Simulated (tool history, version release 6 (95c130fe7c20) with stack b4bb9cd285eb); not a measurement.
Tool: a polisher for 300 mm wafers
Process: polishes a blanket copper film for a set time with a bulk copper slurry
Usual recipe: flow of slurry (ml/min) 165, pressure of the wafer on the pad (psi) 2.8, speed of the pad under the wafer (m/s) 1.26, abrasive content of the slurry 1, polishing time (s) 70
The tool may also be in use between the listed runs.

run   hour  flow of slurry (ml/min)  pressure of the wafer on the pad (psi)  speed of the pad under the wafer (m/s)  abrasive content of the slurry  polishing time (s)  wafers since the last listed run  wafers polished on this pad  hours since the slurry nozzle was cleaned  hours since the head pressure was calibrated  hours since the slurry blender was calibrated  incoming thickness of the incoming film, nm  film removed (angstrom)
  1      0                      165                                     2.8                                    1.26                               1                  70                                 0                         1183                                      666.6                                         980.7                                          163.3                                       2619.1                     6395
  2   11.9                      165                                     2.8                                    1.26                               1                  70                               112                         1296                                      678.5                                         992.6                                          175.2                                       2588.9                     6262
      26.9  -- worn pad replaced by a new one
  3   28.7                      165                                     2.8                                    1.26                               1                  70                               121                           17                                      695.3                                        1009.4                                            192                                       2561.6                     6675
  4   61.3                      145                                     2.8                                    1.26                               1                  70                               308                          325                                      727.9                                          1042                                          224.6                                       2586.1                     6109
  5   70.7                      145                                     2.8                                    1.26                               1                  70                                88                          414                                      737.3                                        1051.4                                            234                                       2565.8                     6025
  6   83.4                      165                                     2.8                                    1.12                               1                  70                               120                          534                                        750                                        1064.1                                          246.7                                       2583.2                     5577
     100.1  -- head pressure recalibrated
  7    101                      165                                     3.2                                    1.56                               1                  70                               147                          682                                      767.6                                           0.9                                          264.3                                       2550.8                     8929
  8  109.1                      165                                     2.8                                    1.26                             1.2                  70                                76                          759                                      775.7                                             9                                          272.4                                       2584.1                     6440
     119.7  -- slurry nozzle cleaned
  9  122.6                      165                                     2.8                                    1.26                             1.2                  70                               118                          877                                        2.9                                          22.5                                          285.9                                       2544.2                     7225
     125.2  -- slurry blender recalibrated
 10  135.3                      165                                     2.8                                    1.26                               1                  80                               101                          978                                       15.6                                          35.2                                           10.1                                         2576                     8003
 11  149.5                      195                                     3.1                                    1.26                             0.9                  70                               134                         1113                                       29.8                                          49.4                                           24.3                                       2557.2                     7896
 12  157.1                      165                                     3.2                                    1.26                               1                  60                                71                         1185                                       37.4                                            57                                           31.9                                       2594.8                     6911
 13  165.2                      165                                     2.8                                    1.26                               1                  70                                76                         1261                                       45.5                                          65.1                                             40                                       2513.9                     6900
     176.9  -- worn pad replaced by a new one
 14  177.4                      165                                     2.8                                    1.26                             0.9                  82                                77                            4                                       57.7                                          77.3                                           52.2                                       2575.9                     8306
 15    188                      125                                     2.5                                    1.42                               1                  70                               100                          104                                       68.3                                          87.9                                           62.8                                       2559.1                     6951
 16  195.2                      165                                     3.3                                    1.26                             1.1                  70                                68                          172                                       75.5                                          95.1                                             70                                       2620.7                     8701
 17  209.4                      165                                     2.8                                    1.26                               1                  82                               134                          307                                       89.7                                         109.3                                           84.2                                       2547.2                     8285
 18    226                      200                                     2.8                                    1.26                               1                  70                               157                          464                                      106.3                                         125.9                                          100.8                                       2586.9                     7341
 19  238.6                      165                                     2.8                                    1.26                               1                  80                               119                          583                                      118.9                                         138.5                                          113.4                                       2561.7                     7983
 20  245.6                      220                                     1.9                                    1.26                               1                  70                                66                          649                                      125.9                                         145.5                                          120.4                                       2599.6                     4975

Predict each of these 5 candidate next runs independently; none follows another, all start after run 20:
  A  246.1                      120                                     2.8                                    1.26                               1                  70                                 4                          654                                      126.4                                           146                                          120.9                                       2545.5                        ?
  B  246.1                      165                                     2.2                                    1.26                             1.2                  70                                 4                          654                                      126.4                                           146                                          120.9                                       2545.5                        ?
  C  246.1                      165                                     3.1                                    1.26                            1.15                  70                                 4                          654                                      126.4                                           146                                          120.9                                       2545.5                        ?
  D  246.1                      215                                     2.8                                    1.66                               1                  70                                 4                          654                                      126.4                                           146                                          120.9                                       2545.5                        ?
  E  246.1                      165                                     2.8                                    1.26                               1                  84                                 4                          654                                      126.4                                           146                                          120.9                                       2545.5                        ?

run  film removed (angstrom)
  A                     6633
  B                     5800
  C                     8106
  D                     9803
  E                     8553
The same runs, with their run-to-run variation unchanged, on a tool lacking any hidden condition would have given:
run  film removed (angstrom)
  A                     7030
  B                     6117
  C                     8548
  D                    10306
  E                     9020
